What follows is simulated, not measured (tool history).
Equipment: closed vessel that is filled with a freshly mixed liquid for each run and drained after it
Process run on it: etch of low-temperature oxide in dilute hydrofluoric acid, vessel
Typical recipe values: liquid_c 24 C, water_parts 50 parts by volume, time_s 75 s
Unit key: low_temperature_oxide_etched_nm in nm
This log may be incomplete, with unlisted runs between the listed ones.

run	day	liquid_c	water_parts	time_s	wafers since the last listed run	hours since the thermometer was replaced	hours since the hydrofluoric acid flow meter was replaced	hours since the gauge calibration	read-back film thickness of the low-temperature oxide reference wafer, read on the same gauge (nm)	low_temperature_oxide_etched_nm
1	0	20.5	50	75	0	735.9	449.9	251.1	98.85	27.72
# day 2.379: thermometer replaced
# day 3.033: hydrofluoric acid flow meter replaced
2	4.321	24	50	75	6079	46.6	30.9	354.8	98.4	31.69
3	7.892	24	50	75	5123	132.3	116.6	440.5	98.07	31.38
4	10.283	24	50	75	3431	189.7	174	497.9	97.82	32.06
5	12.938	24	50	75	3807	253.4	237.7	561.6	97.57	31.63
6	16.979	24	50	100	5798	350.4	334.7	658.6	97.16	42.54
7	19.954	24	50	100	4268	421.8	406.1	730	96.86	42.06
# day 21.488: hydrofluoric acid flow meter replaced
8	23.75	24	50	75	5386	512.9	54.3	821.1	96.56	31.51
9	25.342	24	50	75	2283	551.1	92.5	859.3	96.37	31.37
10	28.854	24	50	75	5039	635.4	176.8	943.6	96.04	31.31
11	31.842	21.5	50	75	4286	707.1	248.5	1015.3	95.76	28.06
# day 34.521: thermometer replaced
12	35.542	24	50	75	5248	24.5	337.3	1104.1	95.39	30.92
13	38.808	24	50	75	4686	102.9	415.7	1182.5	95.09	30.55

The next listed run, before its measurement:
14	41.296	24	50	75	3568	162.6	475.4	1242.2	?	?

Logged for run 14: read-back film thickness of the low-temperature oxide reference wafer, read on the same gauge (nm) 94.84, low_temperature_oxide_etched_nm 30.77 nm.
Minus the tool's unlogged condition, the same run would have read low_temperature_oxide_etched_nm 32.45 nm.
